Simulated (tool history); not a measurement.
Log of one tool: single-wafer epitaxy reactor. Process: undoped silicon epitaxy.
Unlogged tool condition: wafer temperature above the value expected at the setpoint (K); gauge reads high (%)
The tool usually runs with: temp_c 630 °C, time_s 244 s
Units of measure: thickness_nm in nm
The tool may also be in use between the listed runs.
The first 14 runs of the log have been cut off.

run,hour,temp_c,time_s,wafers since the last listed run,hours since the last pyrometer calibration,hours since the gauge calibration,"read-back reference wafer on the same gauge, thickness_nm",thickness_nm
# hour 141.2: gauge calibrated
15,158.4,630,222,120,2055.2,17.2,27.373,20.861
16,168.5,635,244,68,2065.3,27.3,27.424,25.375
17,179.7,635,244,76,2076.5,38.5,27.398,25.273
18,192.2,630,244,84,2089.0,51.0,27.422,22.895
19,198.8,637,274,44,2095.6,57.6,27.369,29.570
20,205.5,630,244,45,2102.3,64.3,27.383,22.850
21,220.7,626,292,103,2117.5,79.5,27.401,25.098
22,232.0,620,281,76,2128.8,90.8,27.401,21.316
# hour 249.8: pyrometer calibrated
23,250.3,638,276,69,0.5,109.1,27.409,33.994
24,256.2,635,209,40,6.4,115.0,27.387,24.165
25,263.0,630,244,46,13.2,121.8,27.414,25.669
26,278.8,635,244,107,29.0,137.6,27.415,28.285
27,288.2,633,281,63,38.4,147.0,27.393,31.290
28,296.0,617,278,52,46.2,154.8,27.412,22.472
29,313.1,644,258,116,63.3,171.9,27.381,35.749
30,328.0,644,202,101,78.2,186.8,27.364,28.096
31,339.3,630,277,76,89.5,198.1,27.413,29.115
32,351.6,617,226,83,101.8,210.4,27.399,18.155
33,359.5,630,244,53,109.7,218.3,27.419,25.664
# hour 366.1: gauge calibrated
34,372.1,624,269,85,122.3,6.0,27.358,24.933
35,379.0,645,244,46,129.2,12.9,27.391,34.468

Here are 4 independent what-if runs from the current tool condition. What would each one return?
A,379.5,630,232,3,129.7,13.4,?,?
B,379.5,638,230,3,129.7,13.4,?,?
C,379.5,638,288,3,129.7,13.4,?,?
D,379.5,630,218,3,129.7,13.4,?,?

run,"read-back reference wafer on the same gauge, thickness_nm",thickness_nm
A,27.397,24.365
B,27.397,28.325
C,27.397,35.468
D,27.397,22.895
The same runs, with their run-to-run variation unchanged, on a tool lacking any hidden condition would have given:
run,thickness_nm
A,24.716
B,28.726
C,35.970
D,23.224
